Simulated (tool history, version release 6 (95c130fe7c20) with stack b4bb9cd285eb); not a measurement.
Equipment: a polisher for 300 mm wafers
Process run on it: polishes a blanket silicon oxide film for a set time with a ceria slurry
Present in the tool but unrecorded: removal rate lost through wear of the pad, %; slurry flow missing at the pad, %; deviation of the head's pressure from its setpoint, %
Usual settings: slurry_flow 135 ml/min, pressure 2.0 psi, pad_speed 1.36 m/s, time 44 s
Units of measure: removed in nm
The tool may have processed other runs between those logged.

run   hour  slurry_flow  pressure  pad_speed  time  wafers since the last listed run  wafers polished on this pad  hours since the slurry nozzle was cleaned  hours since the head pressure was calibrated  incoming thickness of the incoming film, nm  removed
  1    0.0          135       2.0       1.36    44                                 0                         1196                                       99.7                                         877.5                                       1035.6    152.7
  2   29.0          135       2.0       1.36    44                               263                         1459                                      128.7                                         906.5                                       1012.6    149.5
      37.3  -- worn pad replaced by a new one
  3   91.9          135       2.0       1.36    44                               534                          495                                      191.6                                         969.4                                       1023.1    151.0
  4  139.9          135       2.0       1.36    44                               435                          931                                      239.6                                        1017.4                                       1026.9    149.1
  5  167.7          135       2.0       1.36    44                               252                         1184                                      267.4                                        1045.2                                       1026.6    150.7
  6  198.7          135       2.0       1.36    44                               281                         1465                                      298.4                                        1076.2                                       1029.8    151.7
     213.6  -- worn pad replaced by a new one
  7  226.5          135       2.0       1.36    44                               216                          117                                      326.2                                        1104.0                                       1033.4    149.1
     295.4  -- head pressure recalibrated
  8  358.0          135       2.0       1.36    44                              1175                         1293                                      457.7                                          62.6                                       1033.9    162.0
  9  422.1          170       1.7       1.36    44                               582                         1875                                      521.8                                         126.7                                       1047.9    143.0
     436.6  -- worn pad replaced by a new one
     450.6  -- head pressure recalibrated, repeated, since the last time left the tool worse
 10  480.4          135       2.0       1.36    44                               474                          379                                      580.1                                          29.8                                       1032.9    154.8
 11  511.1          135       2.7       1.36    44                               278                          658                                      610.8                                          60.5                                       1026.1    210.4
 12  572.9          115       2.0       1.56    48                               561                         1219                                      672.6                                         122.3                                       1019.6    185.9
     606.0  -- slurry nozzle cleaned
     638.3  -- worn pad replaced by a new one
 13  640.4          170       2.0       1.36    51                               567                           19                                       34.4                                         189.8                                       1013.1    184.3
     814.2  -- worn pad replaced by a new one
 14  826.3          135       2.0       1.36    44                              1651                          110                                      220.3                                         375.7                                       1024.8    155.0
 15  877.3          135       2.0       1.36    44                               463                          573                                      271.3                                         426.7                                       1046.0    153.3
 16  903.9          135       2.7       1.36    50                               241                          814                                      297.9                                         453.3                                       1043.3    235.8
 17  971.4          120       2.7       1.36    44                               612                         1427                                      365.4                                         520.8                                       1028.7    199.6

3 options for the next run, each taken on its own from the tool as it stands now. Forecast them:
  A  971.8          135       2.0       1.36    44                                 3                         1431                                      365.8                                         521.2                                       1024.7        ?
  B  971.8          135       2.6       0.98    44                                 3                         1431                                      365.8                                         521.2                                       1024.7        ?
  C  971.8          120       2.3       1.04    34                                 3                         1431                                      365.8                                         521.2                                       1024.7        ?

run  removed
  A    152.9
  B    147.2
  C    104.0
Without the tool's hidden state the same runs would have given:
run  removed
  A    154.1
  B    148.4
  C    104.9
